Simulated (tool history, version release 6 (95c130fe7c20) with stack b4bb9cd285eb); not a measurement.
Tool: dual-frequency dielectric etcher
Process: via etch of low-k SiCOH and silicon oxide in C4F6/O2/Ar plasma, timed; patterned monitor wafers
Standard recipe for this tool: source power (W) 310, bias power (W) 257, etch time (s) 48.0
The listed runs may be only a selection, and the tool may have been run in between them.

| run | day | source power (W) | bias power (W) | etch time (s) | wafers since the last listed run | hours since the last wet clean | hours since the last source power generator calibration | hours since the last bias power generator calibration | hours since the last upper electrode change | hours since the gauge calibration | read-back reference wafer on the same gauge, depth_nm | mean etch depth across the wafer (nm) |
|---|---|---|---|---|---|---|---|---|---|---|---|---|
| 1 | 0.000 | 310 | 239 | 39.5 | 0 | 88.7 | 4151.1 | 3510.1 | 5822.8 | 306.6 | 143.0 | 121.7 |
| 2 | 0.633 | 310 | 239 | 39.5 | 148 | 103.9 | 4166.3 | 3525.3 | 5838.0 | 321.8 | 143.1 | 121.4 |
| 3 | 0.908 | 360 | 257 | 54.0 | 64 | 110.5 | 4172.9 | 3531.9 | 5844.6 | 328.4 | 142.9 | 183.2 |
| 4 | 1.504 | 360 | 257 | 54.0 | 139 | 124.8 | 4187.2 | 3546.2 | 5858.9 | 342.7 | 143.0 | 183.2 |
| 5 | 2.179 | 310 | 257 | 48.0 | 157 | 141.0 | 4203.4 | 3562.4 | 5875.1 | 358.9 | 143.0 | 149.9 |
| 6 | 2.758 | 310 | 257 | 48.0 | 135 | 154.9 | 4217.3 | 3576.3 | 5889.0 | 372.8 | 143.0 | 150.1 |
|  | 3.038 | bias power generator calibrated |
| 7 | 3.138 | 310 | 257 | 48.0 | 49 | 164.0 | 4226.4 | 2.4 | 5898.1 | 381.9 | 143.0 | 150.2 |
|  | 3.412 | source power generator calibrated |
| 8 | 3.700 | 310 | 257 | 48.0 | 92 | 177.5 | 6.9 | 15.9 | 5911.6 | 395.4 | 142.9 | 150.2 |
| 9 | 4.104 | 310 | 257 | 48.0 | 94 | 187.2 | 16.6 | 25.6 | 5921.3 | 405.1 | 143.0 | 150.1 |
|  | 4.104 | gauge calibrated |
| 10 | 4.467 | 310 | 257 | 48.0 | 84 | 195.9 | 25.3 | 34.3 | 5930.0 | 8.7 | 143.0 | 149.7 |
| 11 | 5.179 | 310 | 257 | 48.0 | 166 | 213.0 | 42.4 | 51.4 | 5947.1 | 25.8 | 142.9 | 149.8 |
| 12 | 5.633 | 310 | 257 | 35.5 | 106 | 223.9 | 53.3 | 62.3 | 5958.0 | 36.7 | 143.1 | 111.2 |
| 13 | 6.254 | 340 | 317 | 61.0 | 145 | 238.8 | 68.2 | 77.2 | 5972.9 | 51.6 | 143.1 | 211.1 |
|  | 7.262 | upper electrode replaced |
| 14 | 7.283 | 310 | 257 | 48.0 | 6 | 263.5 | 92.9 | 101.9 | 0.5 | 76.3 | 142.9 | 149.4 |
| 15 | 7.342 | 380 | 213 | 35.0 | 13 | 264.9 | 94.3 | 103.3 | 1.9 | 77.7 | 143.0 | 116.6 |
| 16 | 8.608 | 360 | 281 | 39.5 | 296 | 295.3 | 124.7 | 133.7 | 32.3 | 108.1 | 143.0 | 136.2 |
| 17 | 8.888 | 380 | 287 | 60.5 | 65 | 302.0 | 131.4 | 140.4 | 39.0 | 114.8 | 142.9 | 215.7 |
| 18 | 9.325 | 290 | 233 | 36.5 | 102 | 312.5 | 141.9 | 150.9 | 49.5 | 125.3 | 142.9 | 106.8 |
| 19 | 9.975 | 310 | 257 | 48.0 | 152 | 328.1 | 157.5 | 166.5 | 65.1 | 140.9 | 143.0 | 149.2 |
|  | 11.183 | wet clean of the chamber |
| 20 | 11.204 | 310 | 257 | 37.0 | 53 | 0.5 | 187.0 | 196.0 | 94.6 | 170.4 | 143.0 | 116.3 |
| 21 | 11.217 | 360 | 207 | 60.0 | 2 | 0.8 | 187.3 | 196.3 | 94.9 | 170.7 | 143.0 | 194.7 |
| 22 | 11.862 | 370 | 211 | 48.0 | 151 | 16.3 | 202.8 | 211.8 | 110.4 | 186.2 | 143.1 | 158.8 |
| 23 | 12.242 | 370 | 273 | 55.0 | 88 | 25.4 | 211.9 | 220.9 | 119.5 | 195.3 | 143.0 | 192.7 |
| 24 | 12.892 | 310 | 257 | 48.0 | 152 | 41.0 | 227.5 | 236.5 | 135.1 | 210.9 | 142.9 | 150.5 |
| 25 | 13.342 | 280 | 198 | 60.0 | 105 | 51.8 | 238.3 | 247.3 | 145.9 | 221.7 | 143.0 | 167.7 |
| 26 | 13.600 | 260 | 211 | 42.5 | 60 | 58.0 | 244.5 | 253.5 | 152.1 | 227.9 | 142.9 | 115.2 |
| 27 | 14.312 | 240 | 283 | 48.0 | 166 | 75.1 | 261.6 | 270.6 | 169.2 | 245.0 | 143.0 | 132.5 |
| 28 | 14.625 | 310 | 257 | 39.0 | 73 | 82.6 | 269.1 | 278.1 | 176.7 | 252.5 | 143.0 | 122.4 |
| 29 | 14.971 | 310 | 257 | 48.0 | 80 | 90.9 | 277.4 | 286.4 | 185.0 | 260.8 | 142.9 | 150.4 |
| 30 | 15.629 | 350 | 295 | 36.0 | 154 | 106.7 | 293.2 | 302.2 | 200.8 | 276.6 | 143.0 | 124.3 |

Consider 4 possible next runs. They are alternatives, not a sequence: every one starts from the tool as it was left by run 30. What does each give?
| A | 15.646 | 310 | 257 | 41.0 | 3 | 107.1 | 293.6 | 302.6 | 201.2 | 277.0 | ? | ? |
| B | 15.646 | 360 | 257 | 43.0 | 3 | 107.1 | 293.6 | 302.6 | 201.2 | 277.0 | ? | ? |
| C | 15.646 | 260 | 257 | 62.0 | 3 | 107.1 | 293.6 | 302.6 | 201.2 | 277.0 | ? | ? |
| D | 15.646 | 230 | 257 | 54.5 | 3 | 107.1 | 293.6 | 302.6 | 201.2 | 277.0 | ? | ? |

| run | read-back reference wafer on the same gauge, depth_nm | mean etch depth across the wafer (nm) |
|---|---|---|
| A | 143.0 | 128.3 |
| B | 143.0 | 145.8 |
| C | 143.0 | 175.2 |
| D | 143.0 | 142.7 |
With no hidden state in the tool, these same runs would have given:
| run | mean etch depth across the wafer (nm) |
|---|---|
| A | 128.8 |
| B | 146.4 |
| C | 176.0 |
| D | 143.3 |
